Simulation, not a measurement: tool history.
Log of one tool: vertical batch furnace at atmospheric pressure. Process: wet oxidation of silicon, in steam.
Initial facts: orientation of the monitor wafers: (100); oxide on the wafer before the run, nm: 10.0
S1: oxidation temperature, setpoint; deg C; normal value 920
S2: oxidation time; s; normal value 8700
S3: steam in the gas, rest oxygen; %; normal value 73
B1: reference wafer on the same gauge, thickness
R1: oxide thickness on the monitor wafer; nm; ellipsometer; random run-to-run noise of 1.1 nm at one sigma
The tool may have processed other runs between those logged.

run   hour   S1     S2  S3      B1      R1
  1      0  920   8700  73  352.86   344.5
  2   47.1  920   8700  73  353.15  343.27
  3     68  920   8700  73  352.83  345.46
  4   89.4  920   8700  73  353.11  344.77
  5  107.4  920  10110  73  353.06  384.44
  6  119.8  920   8700  73  352.97  344.81
  7  141.8  920   8700  73  353.26  342.72
  8  168.8  927   8700  73  353.21  364.83
     187.2  -- gauge calibrated
  9  192.2  936   8700  73   353.1  394.36
 10  208.5  936   8700  73  353.24  394.75
 11  228.8  938   8700  73  352.74  400.65
 12  240.7  920   8700  73  353.19  344.46
 13  254.1  920   8700  73  352.97  342.87
     282.4  -- steam generator serviced
 14  282.9  920  11130  73  352.78  415.21
 15  289.9  920   8700  73  352.94  344.06
 16  299.9  920   4980  79  353.17  236.67
     335.9  -- thermocouples replaced and temperature profile calibrated
 17  336.4  912   8700  85  352.96  341.58
 18  343.5  920   8700  73  353.25  329.26
 19  351.6  920   5250  81  353.04   238.8
 20  369.4  920  12300  69   352.9  408.99
 21  426.3  920   8700  73  353.11  327.91
 22  446.9  920   4920  81  352.85   227.7
 23  469.3  940   6420  73  353.17  313.77
 24  494.1  897   8700  68     353  243.94
 25  507.1  920   8700  73  353.01  329.68
       534  -- gauge calibrated
 26    537  928   8700  66  352.78  329.13
 27  551.5  933  10320  73  353.01  420.56
 28  561.8  920   5040  79  352.55  229.08
 29  585.7  920   8700  73  353.16  332.93

Alternative continuations, all from the tool just after run 29; predict every row:
  A  592.9  920   8700  73   ?   ?
  B  592.9  920   8700  85   ?   ?
  C  592.9  903   5310  73   ?   ?
  D  592.9  898  12690  65   ?   ?
  E  592.9  932  10710  73   ?   ?

run      B1      R1
  A  353.13  332.48
  B  353.13  373.69
  C  353.13  186.18
  D  353.13  324.62
  E  353.13  432.34
What these runs would have given with no unlogged condition in the tool:
run      R1
  A  326.89
  B   367.6
  C  182.07
  D  317.76
  E  425.92

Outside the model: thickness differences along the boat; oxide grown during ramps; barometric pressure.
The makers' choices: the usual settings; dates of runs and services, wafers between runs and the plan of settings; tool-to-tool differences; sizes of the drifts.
